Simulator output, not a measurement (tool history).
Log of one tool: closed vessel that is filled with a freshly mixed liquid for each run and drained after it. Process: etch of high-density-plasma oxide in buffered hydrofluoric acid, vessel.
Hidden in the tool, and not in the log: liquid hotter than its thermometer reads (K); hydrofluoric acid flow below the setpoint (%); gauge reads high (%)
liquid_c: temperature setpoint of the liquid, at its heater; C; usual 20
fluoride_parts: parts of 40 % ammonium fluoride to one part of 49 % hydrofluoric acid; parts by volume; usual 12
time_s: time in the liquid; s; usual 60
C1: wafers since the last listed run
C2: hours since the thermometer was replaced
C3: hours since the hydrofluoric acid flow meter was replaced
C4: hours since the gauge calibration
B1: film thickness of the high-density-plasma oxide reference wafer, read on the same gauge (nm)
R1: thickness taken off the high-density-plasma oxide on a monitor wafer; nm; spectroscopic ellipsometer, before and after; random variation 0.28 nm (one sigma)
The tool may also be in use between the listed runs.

run 1 day=0 | liquid_c=20 fluoride_parts=12 time_s=60 | C1=0 C2=1281 C3=244.7 C4=201 | B1=80.01 | R1=80.22
run 2 day=2.354 | liquid_c=20 fluoride_parts=12 time_s=60 | C1=5640 C2=1337.5 C3=301.2 C4=257.5 | B1=79.97 | R1=80.72
run 3 day=5.025 | liquid_c=22 fluoride_parts=12 time_s=60 | C1=6399 C2=1401.6 C3=365.3 C4=321.6 | B1=80.01 | R1=90.56
run 4 day=6.962 | liquid_c=20 fluoride_parts=12 time_s=60 | C1=4642 C2=1448.1 C3=411.8 C4=368.1 | B1=79.99 | R1=80.56
run 5 day=10.467 | liquid_c=20 fluoride_parts=12 time_s=60 | C1=8396 C2=1532.2 C3=495.9 C4=452.2 | B1=79.95 | R1=80.65
-- day=10.596 hydrofluoric acid flow meter replaced
run 6 day=13.912 | liquid_c=20 fluoride_parts=12 time_s=60 | C1=8156 C2=1614.9 C3=79.6 C4=534.9 | B1=80 | R1=80.54
run 7 day=16.458 | liquid_c=20 fluoride_parts=12 time_s=60 | C1=6100 C2=1676 C3=140.7 C4=596 | B1=80.02 | R1=80.89
run 8 day=18.708 | liquid_c=20 fluoride_parts=12 time_s=60 | C1=5391 C2=1730 C3=194.7 C4=650 | B1=80.03 | R1=80.34
run 9 day=21.954 | liquid_c=21.5 fluoride_parts=12 time_s=60 | C1=7777 C2=1807.9 C3=272.6 C4=727.9 | B1=79.98 | R1=87.78
-- day=23.125 thermometer replaced
run 10 day=23.621 | liquid_c=21.5 fluoride_parts=12 time_s=60 | C1=3893 C2=11.9 C3=312.6 C4=767.9 | B1=79.99 | R1=88.1
run 11 day=25.95 | liquid_c=21.5 fluoride_parts=12 time_s=60 | C1=5581 C2=67.8 C3=368.5 C4=823.8 | B1=80.03 | R1=87.08
run 12 day=30.054 | liquid_c=20 fluoride_parts=15 time_s=60 | C1=9834 C2=166.3 C3=467 C4=922.3 | B1=80 | R1=65.18
run 13 day=31.629 | liquid_c=22 fluoride_parts=7.5 time_s=35 | C1=3773 C2=204.1 C3=504.8 C4=960.1 | B1=80.03 | R1=81.8
-- day=33.996 hydrofluoric acid flow meter replaced
run 14 day=34.208 | liquid_c=20 fluoride_parts=12 time_s=60 | C1=6080 C2=266 C3=5.1 C4=1022 | B1=80.06 | R1=80.39
run 15 day=36.233 | liquid_c=17.5 fluoride_parts=12 time_s=60 | C1=4852 C2=314.6 C3=53.7 C4=1070.6 | B1=80 | R1=70.21
run 16 day=40.133 | liquid_c=20 fluoride_parts=15 time_s=60 | C1=9345 C2=408.2 C3=147.3 C4=1164.2 | B1=79.99 | R1=64.76
-- day=42.058 gauge calibrated
run 17 day=44.979 | liquid_c=17 fluoride_parts=12 time_s=60 | C1=11611 C2=524.5 C3=263.6 C4=70.1 | B1=80.02 | R1=68.36
run 18 day=47.467 | liquid_c=20 fluoride_parts=12 time_s=60 | C1=5960 C2=584.2 C3=323.3 C4=129.8 | B1=80 | R1=80.44
run 19 day=49.171 | liquid_c=20 fluoride_parts=12 time_s=60 | C1=4083 C2=625.1 C3=364.2 C4=170.7 | B1=79.99 | R1=80.63
run 20 day=51.829 | liquid_c=20 fluoride_parts=9 time_s=35 | C1=6369 C2=688.9 C3=428 C4=234.5 | B1=79.96 | R1=59.86
run 21 day=56.083 | liquid_c=20 fluoride_parts=10.5 time_s=60 | C1=10193 C2=791 C3=530.1 C4=336.6 | B1=79.98 | R1=92.48
-- day=56.346 hydrofluoric acid flow meter replaced
run 22 day=59.496 | liquid_c=20 fluoride_parts=12 time_s=85 | C1=8077 C2=872.9 C3=75.6 C4=418.5 | B1=80.01 | R1=114.05

Forecast each of these 4 alternatives for the next run:
run A day=59.525 | liquid_c=20 fluoride_parts=12 time_s=95 | C1=69 C2=873.6 C3=76.3 C4=419.2 | B1=? | R1=?
run B day=59.525 | liquid_c=18 fluoride_parts=13.5 time_s=60 | C1=69 C2=873.6 C3=76.3 C4=419.2 | B1=? | R1=?
run C day=59.525 | liquid_c=20 fluoride_parts=13.5 time_s=60 | C1=69 C2=873.6 C3=76.3 C4=419.2 | B1=? | R1=?
run D day=59.525 | liquid_c=24 fluoride_parts=10 time_s=75 | C1=69 C2=873.6 C3=76.3 C4=419.2 | B1=? | R1=?

run=A B1=79.94 R1=127.94
run=B B1=79.94 R1=64.32
run=C B1=79.94 R1=72
run=D B1=79.94 R1=150.51
Without the tool's hidden state the same runs would have given:
run=A R1=127.94
run=B R1=64.32
run=C R1=72
run=D R1=150.51

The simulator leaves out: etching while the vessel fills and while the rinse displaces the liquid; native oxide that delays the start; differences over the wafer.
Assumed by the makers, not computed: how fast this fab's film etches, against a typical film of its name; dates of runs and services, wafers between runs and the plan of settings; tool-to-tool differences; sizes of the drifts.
